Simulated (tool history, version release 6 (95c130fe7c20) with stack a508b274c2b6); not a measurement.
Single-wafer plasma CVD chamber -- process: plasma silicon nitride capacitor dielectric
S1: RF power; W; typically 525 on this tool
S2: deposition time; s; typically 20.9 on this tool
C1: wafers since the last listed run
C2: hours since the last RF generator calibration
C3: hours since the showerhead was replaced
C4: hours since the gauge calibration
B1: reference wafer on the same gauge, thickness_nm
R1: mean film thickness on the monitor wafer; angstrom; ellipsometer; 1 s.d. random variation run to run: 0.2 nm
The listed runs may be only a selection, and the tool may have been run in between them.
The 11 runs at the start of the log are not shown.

| run | day | S1 | S2 | C1 | C2 | C3 | C4 | B1 | R1 |
|---|---|---|---|---|---|---|---|---|---|
|  | 14.992 | showerhead replaced |
| 12 | 15.604 | 525 | 20.9 | 2280 | 859.8 | 14.7 | 695.3 | 36.944 | 342.05 |
| 13 | 17.038 | 525 | 20.9 | 854 | 894.2 | 49.1 | 729.7 | 36.948 | 340.38 |
|  | 17.475 | gauge calibrated |
| 14 | 17.692 | 525 | 20.9 | 390 | 909.9 | 64.8 | 5.2 | 36.911 | 345.07 |
| 15 | 20.100 | 575 | 18.9 | 1435 | 967.7 | 122.6 | 63.0 | 36.787 | 318.03 |
| 16 | 20.892 | 575 | 18.9 | 472 | 986.7 | 141.6 | 82.0 | 36.898 | 317.32 |
| 17 | 21.662 | 525 | 20.9 | 459 | 1005.2 | 160.1 | 100.5 | 36.887 | 339.20 |
| 18 | 22.629 | 595 | 20.9 | 576 | 1028.4 | 183.3 | 123.7 | 36.858 | 352.82 |
| 19 | 23.258 | 475 | 20.9 | 375 | 1043.5 | 198.4 | 138.8 | 36.852 | 337.09 |
| 20 | 24.488 | 525 | 24.1 | 732 | 1073.0 | 227.9 | 168.3 | 36.884 | 396.87 |
| 21 | 25.729 | 525 | 20.9 | 740 | 1102.8 | 257.7 | 198.1 | 36.961 | 340.28 |
| 22 | 26.571 | 475 | 20.9 | 501 | 1123.0 | 277.9 | 218.3 | 36.997 | 334.45 |
| 23 | 27.688 | 560 | 17.1 | 665 | 1149.8 | 304.7 | 245.1 | 36.839 | 284.57 |
| 24 | 28.908 | 525 | 23.7 | 727 | 1179.1 | 334.0 | 274.4 | 36.857 | 387.93 |
|  | 29.462 | RF generator calibrated |
| 25 | 29.554 | 525 | 17.7 | 186 | 2.2 | 349.5 | 289.9 | 36.861 | 289.14 |
| 26 | 30.975 | 625 | 23.7 | 847 | 36.3 | 383.6 | 324.0 | 36.898 | 407.20 |
| 27 | 31.996 | 595 | 18.4 | 608 | 60.8 | 408.1 | 348.5 | 36.914 | 314.92 |
| 28 | 32.650 | 485 | 22.5 | 390 | 76.5 | 423.8 | 364.2 | 36.925 | 362.52 |
| 29 | 34.112 | 430 | 19.7 | 871 | 111.6 | 458.9 | 399.3 | 36.994 | 305.09 |
| 30 | 35.175 | 560 | 19.3 | 633 | 137.1 | 484.4 | 424.8 | 36.851 | 323.04 |
| 31 | 36.350 | 525 | 20.9 | 700 | 165.3 | 512.6 | 453.0 | 36.913 | 341.91 |
| 32 | 37.279 | 455 | 24.1 | 553 | 187.6 | 534.9 | 475.3 | 37.053 | 377.82 |
| 33 | 38.550 | 435 | 18.4 | 757 | 218.1 | 565.4 | 505.8 | 36.974 | 286.76 |
| 34 | 41.667 | 565 | 17.6 | 1858 | 292.9 | 640.2 | 580.6 | 36.926 | 295.55 |
| 35 | 42.600 | 625 | 17.9 | 556 | 315.3 | 662.6 | 603.0 | 36.883 | 305.28 |

Consider 3 possible next runs. They are alternatives, not a sequence: every one starts from the tool as it was left by run 35. What does each give?
| A | 42.617 | 600 | 20.9 | 9 | 315.7 | 663.0 | 603.4 | ? | ? |
| B | 42.617 | 440 | 17.8 | 9 | 315.7 | 663.0 | 603.4 | ? | ? |
| C | 42.617 | 610 | 18.1 | 9 | 315.7 | 663.0 | 603.4 | ? | ? |

| run | B1 | R1 |
|---|---|---|
| A | 36.952 | 355.48 |
| B | 36.952 | 279.52 |
| C | 36.952 | 309.19 |
Had the tool no hidden state, the same runs would have come out as:
| run | R1 |
|---|---|
| A | 355.48 |
| B | 279.52 |
| C | 309.19 |
